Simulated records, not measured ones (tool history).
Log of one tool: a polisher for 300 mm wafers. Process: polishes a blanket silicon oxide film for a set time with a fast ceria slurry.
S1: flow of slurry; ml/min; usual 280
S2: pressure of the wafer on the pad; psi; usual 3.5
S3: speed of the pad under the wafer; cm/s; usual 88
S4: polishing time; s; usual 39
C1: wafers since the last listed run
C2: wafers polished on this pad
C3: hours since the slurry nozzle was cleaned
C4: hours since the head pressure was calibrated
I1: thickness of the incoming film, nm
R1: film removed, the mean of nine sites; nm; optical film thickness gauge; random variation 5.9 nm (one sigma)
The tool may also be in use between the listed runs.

run,day,S1,S2,S3,S4,C1,C2,C3,C4,I1,R1
1,0.000,280,3.5,88,39,0,669,336.9,239.3,1884.0,785.7
2,0.450,280,3.9,88,39,105,775,347.7,250.1,1898.9,885.1
3,0.779,280,3.9,88,39,77,852,355.6,258.0,1883.1,891.2
4,1.062,280,3.5,88,39,66,919,362.4,264.8,1899.7,784.5
# day 1.562: worn pad replaced by a new one
5,1.612,280,3.5,88,39,89,12,375.6,278.0,1914.8,792.1
6,2.262,280,3.5,88,39,152,164,391.2,293.6,1877.1,796.5
7,2.729,280,3.5,88,39,109,274,402.4,304.8,1901.1,784.8
8,3.171,280,3.5,88,39,103,377,413.0,315.4,1895.5,783.5
9,3.904,280,3.5,88,39,172,549,430.6,333.0,1895.9,788.1
10,4.621,280,3.5,88,33,168,718,447.8,350.2,1894.7,670.8
11,5.212,280,3.5,88,39,138,856,462.0,364.4,1926.3,784.0
12,5.579,280,3.5,88,39,86,942,470.8,373.2,1900.3,799.2
13,6.000,280,3.5,88,39,98,1041,480.9,383.3,1916.2,790.0
# day 6.438: worn pad replaced by a new one
14,6.458,280,2.8,88,30,68,5,491.9,394.3,1881.3,482.7
15,6.642,280,2.8,88,30,43,48,496.3,398.7,1903.8,480.1
16,7.262,280,3.5,88,46,145,193,511.2,413.6,1911.9,927.1
# day 7.333: slurry nozzle cleaned
17,7.858,280,3.5,98,39,130,323,12.6,427.9,1884.0,874.2
18,8.158,280,3.1,106,27,70,394,19.8,435.1,1886.9,572.6
19,9.558,280,2.8,88,30,328,722,53.4,468.7,1900.4,480.3
20,9.833,280,3.5,88,39,64,787,60.0,475.3,1870.3,786.6
21,10.154,280,3.5,88,39,75,862,67.7,483.0,1915.7,781.1
22,10.446,280,3.5,64,39,68,930,74.7,490.0,1904.7,569.1
# day 10.725: worn pad replaced by a new one
23,11.112,345,4.1,58,39,117,91,90.7,506.0,1898.6,618.8
# day 11.467: head pressure recalibrated
24,11.492,245,3.9,100,33,69,160,99.8,0.6,1870.1,834.9
25,11.912,280,2.5,88,39,98,259,109.9,10.7,1885.2,563.8
26,12.312,280,2.4,108,35,93,353,119.5,20.3,1905.8,588.3
27,12.912,280,3.5,88,39,140,493,133.9,34.7,1880.1,788.2
28,13.558,255,3.1,88,39,151,645,149.4,50.2,1896.5,690.8
29,13.829,305,3.5,116,39,63,708,155.9,56.7,1923.8,1045.1
30,14.179,220,3.8,74,39,82,791,164.3,65.1,1904.0,707.6
31,14.617,280,3.5,88,33,102,893,174.8,75.6,1905.1,669.7
# day 14.846: worn pad replaced by a new one
32,14.896,205,3.5,88,51,26,12,181.5,82.3,1937.6,1002.2
33,15.579,365,3.5,88,34,160,172,197.9,98.7,1872.4,697.4
34,16.012,280,3.5,88,39,101,274,208.3,109.1,1907.9,788.5
35,16.429,280,3.5,88,39,97,371,218.3,119.1,1891.8,789.3

What the log doesn't show, run by run:
removal rate lost through wear of the pad, %: 0 in every run
slurry flow missing at the pad, %: 0 in every run
deviation of the head's pressure from its setpoint, %: 0 in every run
